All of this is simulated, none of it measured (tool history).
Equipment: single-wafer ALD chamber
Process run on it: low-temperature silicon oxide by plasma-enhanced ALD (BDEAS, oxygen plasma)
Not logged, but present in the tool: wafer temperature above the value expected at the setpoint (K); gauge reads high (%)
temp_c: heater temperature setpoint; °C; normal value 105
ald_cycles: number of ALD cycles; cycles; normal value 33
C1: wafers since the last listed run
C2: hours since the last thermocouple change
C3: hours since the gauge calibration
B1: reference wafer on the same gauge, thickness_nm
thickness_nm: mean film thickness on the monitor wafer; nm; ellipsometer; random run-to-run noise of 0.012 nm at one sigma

run 1 hour=0 | temp_c=112 ald_cycles=35 | C1=0 C2=1705.2 C3=449 | B1=4.121 | thickness_nm=4.895
run 2 hour=40.3 | temp_c=112 ald_cycles=35 | C1=386 C2=1745.5 C3=489.3 | B1=4.124 | thickness_nm=4.874
run 3 hour=92.7 | temp_c=112 ald_cycles=35 | C1=502 C2=1797.9 C3=541.7 | B1=4.124 | thickness_nm=4.915
run 4 hour=118.6 | temp_c=98 ald_cycles=33 | C1=248 C2=1823.8 C3=567.6 | B1=4.125 | thickness_nm=4.722
run 5 hour=180.2 | temp_c=98 ald_cycles=33 | C1=591 C2=1885.4 C3=629.2 | B1=4.127 | thickness_nm=4.728
run 6 hour=214.1 | temp_c=98 ald_cycles=33 | C1=325 C2=1919.3 C3=663.1 | B1=4.127 | thickness_nm=4.712
run 7 hour=278.6 | temp_c=105 ald_cycles=33 | C1=618 C2=1983.8 C3=727.6 | B1=4.129 | thickness_nm=4.663
run 8 hour=319.9 | temp_c=105 ald_cycles=33 | C1=396 C2=2025.1 C3=768.9 | B1=4.131 | thickness_nm=4.672
run 9 hour=363.4 | temp_c=105 ald_cycles=33 | C1=417 C2=2068.6 C3=812.4 | B1=4.131 | thickness_nm=4.676
run 10 hour=399.7 | temp_c=105 ald_cycles=33 | C1=348 C2=2104.9 C3=848.7 | B1=4.133 | thickness_nm=4.667
-- hour=418.5 gauge calibrated
run 11 hour=606.7 | temp_c=119 ald_cycles=37 | C1=1986 C2=2311.9 C3=188.2 | B1=4.124 | thickness_nm=5.113
run 12 hour=641.2 | temp_c=95 ald_cycles=27 | C1=331 C2=2346.4 C3=222.7 | B1=4.131 | thickness_nm=3.9
-- hour=661.1 thermocouple changed; heater temperature recalibrated
run 13 hour=706.1 | temp_c=117 ald_cycles=30 | C1=546 C2=45 C3=287.6 | B1=4.14 | thickness_nm=4.176
run 14 hour=743 | temp_c=109 ald_cycles=30 | C1=354 C2=81.9 C3=324.5 | B1=4.141 | thickness_nm=4.212
run 15 hour=801.7 | temp_c=101 ald_cycles=36 | C1=563 C2=140.6 C3=383.2 | B1=4.144 | thickness_nm=5.132
run 16 hour=850.3 | temp_c=105 ald_cycles=33 | C1=466 C2=189.2 C3=431.8 | B1=4.145 | thickness_nm=4.682
run 17 hour=897.6 | temp_c=105 ald_cycles=38 | C1=453 C2=236.5 C3=479.1 | B1=4.15 | thickness_nm=5.376
run 18 hour=944.7 | temp_c=95 ald_cycles=33 | C1=451 C2=283.6 C3=526.2 | B1=4.152 | thickness_nm=4.8
run 19 hour=1003.7 | temp_c=105 ald_cycles=33 | C1=566 C2=342.6 C3=585.2 | B1=4.153 | thickness_nm=4.684
run 20 hour=1062.8 | temp_c=118 ald_cycles=35 | C1=567 C2=401.7 C3=644.3 | B1=4.155 | thickness_nm=4.877

Entry by entry between the runs, the difference in hidden state between the last listed run before and the first listed run after:
From run 10 to run 11: gauge calibrated (hour 418.5)
  gauge reads high (%): 1.26 -> 1.15
  measured less the result without the state, thickness_nm: +0.058 -> +0.058 nm
From run 12 to run 13: thermocouple changed; heater temperature recalibrated (hour 661.1)
  gauge reads high (%): 1.25 -> 1.4
  measured less the result without the state, thickness_nm: +0.048 -> +0.058 nm

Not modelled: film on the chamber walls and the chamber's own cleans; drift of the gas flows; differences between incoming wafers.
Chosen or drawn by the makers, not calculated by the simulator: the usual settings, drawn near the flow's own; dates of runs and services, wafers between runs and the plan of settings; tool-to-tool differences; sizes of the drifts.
